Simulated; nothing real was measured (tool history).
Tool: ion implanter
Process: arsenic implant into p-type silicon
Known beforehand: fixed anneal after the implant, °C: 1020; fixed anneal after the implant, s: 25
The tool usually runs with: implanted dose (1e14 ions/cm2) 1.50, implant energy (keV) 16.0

| run | hour | implanted dose (1e14 ions/cm2) | implant energy (keV) | wafers since the last listed run | hours since the last dose calibration | hours since the extraction supply was calibrated | hours since the gauge calibration | read-back reference wafer on the same gauge, sheet resistance | sheet resistance of the implanted and annealed layer (ohm/square) |
|---|---|---|---|---|---|---|---|---|---|
| 1 | 0.0 | 1.50 | 19.5 | 0 | 580.4 | 7769.8 | 0.7 | 578.12 | 557.23 |
| 2 | 6.2 | 1.50 | 19.5 | 118 | 586.6 | 7776.0 | 6.9 | 578.46 | 555.09 |
| 3 | 23.5 | 1.74 | 16.0 | 331 | 603.9 | 7793.3 | 24.2 | 577.77 | 514.71 |
| 4 | 33.5 | 1.74 | 16.0 | 191 | 613.9 | 7803.3 | 34.2 | 578.28 | 512.30 |
| 5 | 84.4 | 1.74 | 16.0 | 975 | 664.8 | 7854.2 | 85.1 | 578.30 | 508.52 |
| 6 | 91.4 | 1.50 | 17.0 | 134 | 671.8 | 7861.2 | 92.1 | 578.52 | 565.83 |
| 7 | 97.5 | 1.50 | 20.5 | 116 | 677.9 | 7867.3 | 98.2 | 577.15 | 550.16 |
| 8 | 104.6 | 1.50 | 20.5 | 136 | 685.0 | 7874.4 | 105.3 | 578.11 | 551.78 |
| 9 | 121.6 | 1.78 | 16.0 | 325 | 702.0 | 7891.4 | 122.3 | 577.77 | 498.79 |
|  | 142.8 | extraction supply calibrated |
| 10 | 143.3 | 1.78 | 16.0 | 262 | 723.7 | 0.5 | 144.0 | 578.56 | 500.44 |
| 11 | 146.6 | 1.50 | 16.0 | 63 | 727.0 | 3.8 | 147.3 | 577.71 | 571.09 |
| 12 | 153.7 | 1.50 | 16.0 | 136 | 734.1 | 10.9 | 154.4 | 577.39 | 571.37 |
| 13 | 166.4 | 1.50 | 16.0 | 243 | 746.8 | 23.6 | 167.1 | 578.66 | 568.86 |
| 14 | 173.6 | 1.50 | 16.0 | 138 | 754.0 | 30.8 | 174.3 | 578.32 | 569.26 |
| 15 | 181.3 | 1.50 | 18.0 | 147 | 761.7 | 38.5 | 182.0 | 578.19 | 561.68 |
| 16 | 192.8 | 1.50 | 16.0 | 220 | 773.2 | 50.0 | 193.5 | 577.27 | 572.28 |
| 17 | 201.2 | 1.50 | 20.5 | 161 | 781.6 | 58.4 | 201.9 | 577.75 | 552.33 |
| 18 | 210.8 | 1.07 | 21.5 | 184 | 791.2 | 68.0 | 211.5 | 577.87 | 697.51 |
|  | 225.8 | Faraday cup replaced and dose calibrated |
| 19 | 226.3 | 1.50 | 16.0 | 143 | 0.5 | 83.5 | 227.0 | 577.56 | 594.12 |
| 20 | 227.1 | 1.77 | 16.0 | 15 | 1.3 | 84.3 | 227.8 | 578.57 | 521.62 |
| 21 | 242.6 | 1.79 | 11.0 | 297 | 16.8 | 99.8 | 243.3 | 578.10 | 542.65 |
|  | 247.1 | gauge calibrated |
| 22 | 257.9 | 1.86 | 17.5 | 293 | 32.1 | 115.1 | 10.8 | 577.97 | 496.39 |
| 23 | 272.0 | 1.62 | 14.5 | 270 | 46.2 | 129.2 | 24.9 | 577.70 | 565.28 |
| 24 | 287.6 | 1.31 | 13.5 | 299 | 61.8 | 144.8 | 40.5 | 578.52 | 667.41 |
| 25 | 298.1 | 1.94 | 11.5 | 201 | 72.3 | 155.3 | 51.0 | 577.68 | 502.21 |
| 26 | 304.9 | 1.50 | 10.5 | 130 | 79.1 | 162.1 | 57.8 | 577.72 | 619.44 |
| 27 | 318.1 | 1.75 | 12.0 | 253 | 92.3 | 175.3 | 71.0 | 578.83 | 539.73 |
| 28 | 330.7 | 1.50 | 14.5 | 241 | 104.9 | 187.9 | 83.6 | 577.81 | 591.71 |

Give the tool's hidden conditions for every run:
deviation of the true energy from its setpoint, %: 0 on each run
gauge reads high (%): 0 on each run
H1: deviation of the true dose from the Faraday cup's reading, %
| run | H1 |
|---|---|
| 1 | 4.6 |
| 2 | 4.61 |
| 3 | 4.65 |
| 4 | 4.67 |
| 5 | 4.76 |
| 6 | 4.77 |
| 7 | 4.78 |
| 8 | 4.79 |
| 9 | 4.82 |
| 10 | 4.85 |
| 11 | 4.85 |
| 12 | 4.86 |
| 13 | 4.88 |
| 14 | 4.89 |
| 15 | 4.9 |
| 16 | 4.91 |
| 17 | 4.92 |
| 18 | 4.93 |
| 19 | -0.631 |
| 20 | -0.615 |
| 21 | -0.324 |
| 22 | -0.0525 |
| 23 | 0.185 |
| 24 | 0.433 |
| 25 | 0.592 |
| 26 | 0.692 |
| 27 | 0.879 |
| 28 | 1.05 |
